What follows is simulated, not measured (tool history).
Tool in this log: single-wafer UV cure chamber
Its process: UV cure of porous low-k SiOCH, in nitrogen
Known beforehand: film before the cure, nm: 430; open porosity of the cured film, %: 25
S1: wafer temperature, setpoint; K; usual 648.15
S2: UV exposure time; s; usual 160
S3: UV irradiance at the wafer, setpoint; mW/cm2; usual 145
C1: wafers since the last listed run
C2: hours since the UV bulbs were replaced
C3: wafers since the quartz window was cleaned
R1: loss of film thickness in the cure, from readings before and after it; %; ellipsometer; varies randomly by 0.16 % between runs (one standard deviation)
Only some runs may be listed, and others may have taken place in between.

{"run": 1, "hour": 0.0, "S1": 648.15, "S2": 160, "S3": 145, "C1": 0, "C2": 1957.4, "C3": 816, "R1": 11.158}
{"run": 2, "hour": 48.6, "S1": 648.15, "S2": 160, "S3": 145, "C1": 168, "C2": 2006.0, "C3": 985, "R1": 11.114}
{"run": 3, "hour": 85.6, "S1": 648.15, "S2": 160, "S3": 145, "C1": 128, "C2": 2043.0, "C3": 1113, "R1": 11.137}
{"hour": 96.2, "done": "quartz window cleaned"}
{"run": 4, "hour": 114.8, "S1": 653.15, "S2": 160, "S3": 170, "C1": 73, "C2": 2072.2, "C3": 64, "R1": 12.401}
{"run": 5, "hour": 245.3, "S1": 653.15, "S2": 160, "S3": 170, "C1": 453, "C2": 2202.7, "C3": 518, "R1": 11.999}
{"run": 6, "hour": 306.4, "S1": 658.15, "S2": 200, "S3": 145, "C1": 212, "C2": 2263.8, "C3": 730, "R1": 12.382}
{"run": 7, "hour": 334.9, "S1": 658.15, "S2": 200, "S3": 145, "C1": 99, "C2": 2292.3, "C3": 829, "R1": 12.698}
{"run": 8, "hour": 394.6, "S1": 648.15, "S2": 160, "S3": 145, "C1": 207, "C2": 2352.0, "C3": 1037, "R1": 10.973}
{"hour": 435.3, "done": "quartz window cleaned"}
{"run": 9, "hour": 441.0, "S1": 648.15, "S2": 160, "S3": 145, "C1": 133, "C2": 2398.4, "C3": 19, "R1": 11.269}
{"run": 10, "hour": 492.7, "S1": 648.15, "S2": 160, "S3": 145, "C1": 179, "C2": 2450.1, "C3": 199, "R1": 11.374}
{"hour": 509.7, "done": "UV bulbs replaced"}
{"run": 11, "hour": 538.7, "S1": 648.15, "S2": 160, "S3": 145, "C1": 132, "C2": 29.0, "C3": 331, "R1": 11.394}
{"run": 12, "hour": 598.2, "S1": 662.15, "S2": 160, "S3": 145, "C1": 206, "C2": 88.5, "C3": 538, "R1": 11.513}
{"run": 13, "hour": 668.1, "S1": 648.15, "S2": 190, "S3": 145, "C1": 243, "C2": 158.4, "C3": 781, "R1": 11.919}
{"run": 14, "hour": 720.8, "S1": 648.15, "S2": 160, "S3": 129, "C1": 183, "C2": 211.1, "C3": 964, "R1": 10.546}
{"run": 15, "hour": 763.0, "S1": 668.15, "S2": 185, "S3": 145, "C1": 146, "C2": 253.3, "C3": 1111, "R1": 12.449}
{"hour": 801.9, "done": "quartz window cleaned"}
{"run": 16, "hour": 820.2, "S1": 648.15, "S2": 160, "S3": 145, "C1": 171, "C2": 310.5, "C3": 63, "R1": 11.19}
{"run": 17, "hour": 882.3, "S1": 648.15, "S2": 160, "S3": 145, "C1": 215, "C2": 372.6, "C3": 279, "R1": 11.077}
{"run": 18, "hour": 912.5, "S1": 648.15, "S2": 200, "S3": 145, "C1": 105, "C2": 402.8, "C3": 384, "R1": 12.078}
{"run": 19, "hour": 954.1, "S1": 648.15, "S2": 160, "S3": 145, "C1": 144, "C2": 444.4, "C3": 529, "R1": 11.095}
{"run": 20, "hour": 998.2, "S1": 648.15, "S2": 160, "S3": 145, "C1": 153, "C2": 488.5, "C3": 682, "R1": 11.217}
{"run": 21, "hour": 1030.7, "S1": 662.15, "S2": 215, "S3": 124, "C1": 113, "C2": 521.0, "C3": 795, "R1": 12.12}
{"run": 22, "hour": 1100.3, "S1": 637.15, "S2": 255, "S3": 105, "C1": 242, "C2": 590.6, "C3": 1037, "R1": 11.677}
{"hour": 1114.8, "done": "quartz window cleaned"}
{"run": 23, "hour": 1167.4, "S1": 648.15, "S2": 205, "S3": 145, "C1": 205, "C2": 657.7, "C3": 182, "R1": 12.483}
{"run": 24, "hour": 1214.7, "S1": 642.15, "S2": 75, "S3": 124, "C1": 164, "C2": 705.0, "C3": 347, "R1": 6.939}
{"run": 25, "hour": 1244.0, "S1": 631.15, "S2": 160, "S3": 145, "C1": 101, "C2": 734.3, "C3": 449, "R1": 10.833}

Predict each of these 3 candidate next runs independently; none follows another, all start after run 25:
{"run": "A", "hour": 1244.5, "S1": 648.15, "S2": 160, "S3": 145, "C1": 1, "C2": 734.8, "C3": 450, "R1": "?"}
{"run": "B", "hour": 1244.5, "S1": 660.15, "S2": 210, "S3": 145, "C1": 1, "C2": 734.8, "C3": 450, "R1": "?"}
{"run": "C", "hour": 1244.5, "S1": 643.15, "S2": 130, "S3": 145, "C1": 1, "C2": 734.8, "C3": 450, "R1": "?"}

run=A R1=11.173
run=B R1=12.625
run=C R1=10.165
Stripped of hidden state, with their random variation kept, the same runs would have yielded:
run=A R1=11.173
run=B R1=12.625
run=C R1=10.165
